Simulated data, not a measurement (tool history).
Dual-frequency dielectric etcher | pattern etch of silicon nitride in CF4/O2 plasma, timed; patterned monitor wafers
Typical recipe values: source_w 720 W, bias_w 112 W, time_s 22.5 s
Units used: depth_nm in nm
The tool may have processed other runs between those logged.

run	day	source_w	bias_w	time_s	wafers since the last listed run	hours since the last wet clean	hours since the last source power generator calibration	hours since the last bias power generator calibration	hours since the last upper electrode change	hours since the gauge calibration	read-back reference wafer on the same gauge, depth_nm	depth_nm
1	0.000	720	112	22.5	0	42.7	1701.8	2605.8	4652.1	848.9	48.6	59.2
2	2.475	720	112	22.5	988	102.1	1761.2	2665.2	4711.5	908.3	48.6	59.3
3	3.833	720	112	25.0	542	134.7	1793.8	2697.8	4744.1	940.9	48.6	65.6
4	5.362	720	112	22.5	610	171.4	1830.5	2734.5	4780.8	977.6	48.6	58.8
5	7.767	720	112	22.5	960	229.1	1888.2	2792.2	4838.5	1035.3	48.6	58.4
# day 9.392: wet clean of the chamber, repeated, since the last time left the tool worse
6	9.725	720	112	22.5	382	8.0	1935.2	2839.2	4885.5	1082.3	48.6	56.2
7	12.429	720	112	22.5	1080	72.9	2000.1	2904.1	4950.4	1147.2	48.6	56.3
# day 12.775: bias power generator calibrated
8	13.654	720	112	22.5	422	102.3	2029.5	21.1	4979.8	1176.6	48.6	55.9
9	15.983	720	121	22.5	930	158.2	2085.4	77.0	5035.7	1232.5	48.6	57.9
10	17.562	720	112	22.5	630	196.1	2123.3	114.9	5073.6	1270.4	48.6	55.8
# day 20.438: gauge calibrated
# day 24.346: wet clean of the chamber
11	24.679	720	112	22.5	2443	8.0	2294.1	285.7	5244.4	101.8	48.6	56.3
# day 26.692: source power generator calibrated
12	27.538	720	112	19.5	1075	76.6	20.3	354.3	5313.0	170.4	48.6	48.4
# day 30.396: upper electrode replaced
13	30.417	780	135	22.5	750	145.7	89.4	423.4	0.5	239.5	48.6	65.4
14	30.992	540	112	22.5	229	159.5	103.2	437.2	14.3	253.3	48.6	40.6
15	32.642	650	112	25.5	659	199.1	142.8	476.8	53.9	292.9	48.6	56.2
16	35.642	850	112	24.5	1198	271.1	214.8	548.8	125.9	364.9	48.6	71.5
17	36.929	720	112	26.5	514	302.0	245.7	579.7	156.8	395.8	48.6	65.0
18	38.354	640	86	22.5	569	336.2	279.9	613.9	191.0	430.0	48.6	43.5
19	39.562	720	98	25.5	482	365.2	308.9	642.9	220.0	459.0	48.6	59.0
# day 42.000: wet clean of the chamber
20	42.383	720	131	26.5	727	9.2	376.6	710.6	287.7	526.7	48.6	70.7
21	43.871	720	112	18.0	594	44.9	412.3	746.3	323.4	562.4	48.6	44.8
22	45.033	720	112	22.5	464	72.8	440.2	774.2	351.3	590.3	48.6	56.2
23	46.758	600	123	25.0	689	114.2	481.6	815.6	392.7	631.7	48.6	53.3
24	48.571	860	129	24.5	724	157.7	525.1	859.1	436.2	675.2	48.6	77.3
25	49.771	720	112	22.5	479	186.5	553.9	887.9	465.0	704.0	48.6	55.7
26	52.504	720	112	22.5	1091	252.1	619.5	953.5	530.6	769.6	48.6	55.6
27	54.408	840	136	22.5	760	297.8	665.2	999.2	576.3	815.3	48.6	70.2
28	57.217	720	104	18.5	1121	365.2	732.6	1066.6	643.7	882.7	48.6	43.7
29	59.142	720	112	24.5	769	411.4	778.8	1112.8	689.9	928.9	48.6	59.8

Below are 5 alternative next runs, each starting from the tool's condition after run 29. Predict each:
A	59.158	720	112	22.5	6	411.8	779.2	1113.2	690.3	929.3	?	?
B	59.158	840	112	22.5	6	411.8	779.2	1113.2	690.3	929.3	?	?
C	59.158	780	112	22.5	6	411.8	779.2	1113.2	690.3	929.3	?	?
D	59.158	720	92	22.5	6	411.8	779.2	1113.2	690.3	929.3	?	?
E	59.158	820	112	22.5	6	411.8	779.2	1113.2	690.3	929.3	?	?

run	read-back reference wafer on the same gauge, depth_nm	depth_nm
A	48.6	54.4
B	48.6	64.0
C	48.6	59.2
D	48.6	50.2
E	48.6	62.4
Stripped of hidden state, with their random variation kept, the same runs would have yielded:
run	depth_nm
A	56.1
B	66.0
C	61.1
D	51.8
E	64.4
